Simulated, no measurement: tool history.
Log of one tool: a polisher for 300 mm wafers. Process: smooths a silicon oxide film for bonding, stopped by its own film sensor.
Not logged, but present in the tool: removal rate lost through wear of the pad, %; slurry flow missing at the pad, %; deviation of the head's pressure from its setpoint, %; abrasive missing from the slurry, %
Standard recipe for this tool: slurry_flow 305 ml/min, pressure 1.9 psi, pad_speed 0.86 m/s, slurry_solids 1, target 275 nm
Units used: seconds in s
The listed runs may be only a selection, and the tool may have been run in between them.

run      day  slurry_flow  pressure  pad_speed  slurry_solids  target  wafers since the last listed run  wafers polished on this pad  hours since the slurry nozzle was cleaned  hours since the head pressure was calibrated  hours since the slurry blender was calibrated  incoming thickness of the incoming film, nm  seconds
  1        0          305       1.9       0.86              1     275                                 0                         3490                                        0.5                                          81.9                                          646.7                                        316.1     76.3
  2      1.7          305       1.9       0.86              1     275                               236                         3727                                       41.3                                         122.7                                          687.5                                        312.5     69.5
       7.717  -- slurry blender recalibrated
      11.062  -- worn pad replaced by a new one
  3   15.029          305       1.9       0.86              1     275                              1822                          552                                      361.2                                         442.6                                          175.5                                        309.4       65
  4   16.562          305       1.9       0.86              1     275                               213                          766                                        398                                         479.4                                          212.3                                        312.5     70.6
  5   20.258          305       1.9       0.86              1     275                               515                         1281                                      486.7                                         568.1                                            301                                        308.4     63.5
  6   24.358          305       1.9       0.86              1     275                               571                         1853                                      585.1                                         666.5                                          399.4                                        302.8     53.7
  7   28.142          305       1.9       1.02              1     275                               527                         2380                                      675.9                                         757.3                                          490.2                                        312.1     63.7
      28.738  -- slurry nozzle cleaned
      29.308  -- head pressure recalibrated
  8   30.854          305       1.9       0.86              1     268                               360                         2740                                       50.8                                          37.1                                          555.3                                        307.6     70.5
  9   32.817          305       1.9       0.86              1     275                               273                         3014                                       97.9                                          84.2                                          602.4                                          306     53.9
 10   37.288          305       1.9       1.02              1     275                               623                         3637                                      205.2                                         191.5                                          709.7                                        314.4     63.4
      38.125  -- worn pad replaced by a new one
 11   38.992          410       1.9       0.86            1.1     275                               214                          120                                      246.1                                         232.4                                          750.6                                        311.3     59.8
 12   42.025          305       1.6       0.96            0.8     278                               422                          543                                      318.9                                         305.2                                          823.4                                        311.7     75.2
      42.862  -- slurry blender recalibrated
 13   45.471          305       1.9       0.96              1     267                               468                         1012                                      401.6                                         387.9                                           62.6                                        309.2     71.2
 14   47.912          375       1.5       0.86           1.25     282                               340                         1352                                      460.2                                         446.5                                          121.2                                        309.5     52.2
 15   51.675          305       1.9       0.86              1     275                               524                         1877                                      550.5                                         536.8                                          211.5                                        307.3     59.6
 16   53.858          305       1.9       0.86              1     275                               304                         2181                                      602.9                                         589.2                                          263.9                                        309.6     66.9
 17   56.783          305       2.2       0.86              1     282                               407                         2589                                      673.1                                         659.4                                          334.1                                        308.4     45.9
 18   58.958          305       1.9       0.86              1     275                               303                         2892                                      725.3                                         711.6                                          386.3                                        312.2     69.5
      61.342  -- slurry nozzle cleaned
      61.792  -- head pressure recalibrated
 19   62.046          405       1.9        0.7            1.1     275                               412                         3305                                       16.9                                           6.1                                          460.4                                        307.7     65.1
 20   65.429          375       1.5       0.86           1.25     282                               471                         3776                                       98.1                                          87.3                                          541.6                                        311.4     55.4
 21   68.204          305       1.9       0.86              1     275                               386                         4163                                      164.7                                         153.9                                          608.2                                        312.3       68
      68.429  -- worn pad replaced by a new one, of another model than before
      72.062  -- slurry blender recalibrated
 22   72.575          395       1.9       0.64              1     287                               574                          565                                      269.6                                         258.8                                           12.3                                        310.4     51.6
 23   75.667          305       1.9       0.66              1     275                               430                          996                                      343.8                                           333                                           86.5                                        312.1     82.3
 24   89.008          340       1.5       0.86              1     275                              1859                         2856                                        664                                         653.2                                          406.7                                          311     87.9
 25   90.892          270       1.9       0.86              1     275                               262                         3118                                      709.2                                         698.4                                          451.9                                        310.6     73.7
 26   92.829          405       1.9        0.7            1.1     275                               270                         3388                                      755.7                                         744.9                                          498.4                                        310.7     76.8
      92.967  -- head pressure recalibrated
      94.438  -- slurry nozzle cleaned
 27   96.488          230       1.9       0.86              1     275                               492                         3881                                       49.2                                          84.5                                          586.2                                          305     59.8
       98.35  -- worn pad replaced by a new one
     106.458  -- slurry blender recalibrated
 28  107.504          305       2.4       0.86              1     275                              1500                         1264                                      313.6                                         348.9                                           25.1                                        316.8     63.5
 29  111.583          370       1.9       0.86              1     269                               568                         1832                                      411.5                                         446.8                                            123                                        313.1     82.4
 30  113.479          260       2.4       0.86              1     268                               264                         2096                                        457                                         492.3                                          168.5                                        313.8     73.7

Below are 4 alternative next runs, each starting from the tool's condition after run 30. Predict each:
  A  113.496          305       1.9       0.86           0.85     275                                 2                         2099                                      457.4                                         492.7                                          168.9                                        312.4        ?
  B  113.496          305       1.9       0.86            1.1     275                                 2                         2099                                      457.4                                         492.7                                          168.9                                        312.4        ?
  C  113.496          255       1.9       0.86              1     266                                 2                         2099                                      457.4                                         492.7                                          168.9                                        312.4        ?
  D  113.496          225       2.1       0.86              1     275                                 2                         2099                                      457.4                                         492.7                                          168.9                                        312.4        ?

run  seconds
  A     85.3
  B     71.9
  C     98.3
  D     75.2
Stripped of hidden state, with their random variation kept, the same runs would have yielded:
run  seconds
  A     78.7
  B     66.4
  C     90.7
  D     69.4
